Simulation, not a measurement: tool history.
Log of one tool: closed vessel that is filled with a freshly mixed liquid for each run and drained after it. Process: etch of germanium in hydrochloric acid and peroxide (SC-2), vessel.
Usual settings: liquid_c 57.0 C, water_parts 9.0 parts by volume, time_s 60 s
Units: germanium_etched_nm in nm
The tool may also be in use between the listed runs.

run    hour  liquid_c  water_parts  time_s  read-back film thickness of the germanium reference wafer, read on the same gauge (nm)  germanium_etched_nm
  1     0.0      57.0          9.0      60                                                                                  119.98               139.06
  2    29.8      57.0          9.0      75                                                                                  120.02               174.61
  3    79.0      53.0          9.0      80                                                                                  120.00               163.24
  4   113.2      57.0          9.0      60                                                                                  120.06               141.04
      160.3  -- new drum of peroxide connected
      256.5  -- chemicals flow meter replaced
  5   262.3      50.5          9.0      60                                                                                  119.99               115.68
  6   310.6      50.5          9.0      60                                                                                  119.99               114.96
  7   340.4      61.5          9.0      60                                                                                  120.01               162.86
      353.2  -- gauge calibrated
  8   401.7      61.5          9.0      60                                                                                  119.97               163.35
  9   521.9      57.0          9.0      35                                                                                  120.02                82.33
 10   572.9      57.0          9.0      35                                                                                  120.01                83.70
 11   610.2      57.0          9.0      75                                                                                  120.00               176.66
 12   656.1      57.0          9.0      60                                                                                  119.99               140.77
 13   686.8      59.5          9.0      45                                                                                  120.04               113.77
 14   712.2      66.0          9.0      80                                                                                  119.97               245.13
 15   738.7      57.0          9.0      60                                                                                  119.98               144.41
      792.9  -- thermometer replaced
 16   806.6      49.0          9.0      30                                                                                  119.98                52.07
 17   854.8      61.0          7.5      70                                                                                  119.97               178.16
 18   912.0      63.0          6.5      50                                                                                  120.00               135.18
 19   966.4      53.5          9.0      50                                                                                  120.02                98.98
 20  1033.2      57.0          9.0      60                                                                                  119.99               136.45
 21  1095.5      57.0          7.0      70                                                                                  120.06               158.76
 22  1145.6      57.0          9.0      60                                                                                  120.02               133.04
 23  1189.8      66.0          7.0      75                                                                                  120.02               221.21
 24  1248.0      54.0          5.0      85                                                                                  119.98               181.02
 25  1297.4      57.0          9.0      60                                                                                  120.02               134.04
 26  1367.9      66.5          7.5      35                                                                                  119.99               105.27
 27  1404.9      57.0          9.0      60                                                                                  120.01               134.59
 28  1444.8      57.0          5.0      60                                                                                  120.01               139.74
 29  1496.2      57.0          7.0      45                                                                                  119.98               103.52

5 ways to go on from here, each from the tool as it stands after run 29. What would each give?
  A  1496.9      57.0          9.0      30                                                                                       ?                    ?
  B  1496.9      65.0          9.0      45                                                                                       ?                    ?
  C  1496.9      67.0         13.5      70                                                                                       ?                    ?
  D  1496.9      62.5         11.5      50                                                                                       ?                    ?
  E  1496.9      53.0         13.5      60                                                                                       ?                    ?

run  read-back film thickness of the germanium reference wafer, read on the same gauge (nm)  germanium_etched_nm
  A                                                                                  119.98                68.23
  B                                                                                  119.98               129.27
  C                                                                                  119.98               201.47
  D                                                                                  119.98               129.96
  E                                                                                  119.98               115.42
Without the tool's hidden state the same runs would have given:
run  germanium_etched_nm
  A                66.79
  B               126.68
  C               197.58
  D               127.35
  E               112.97
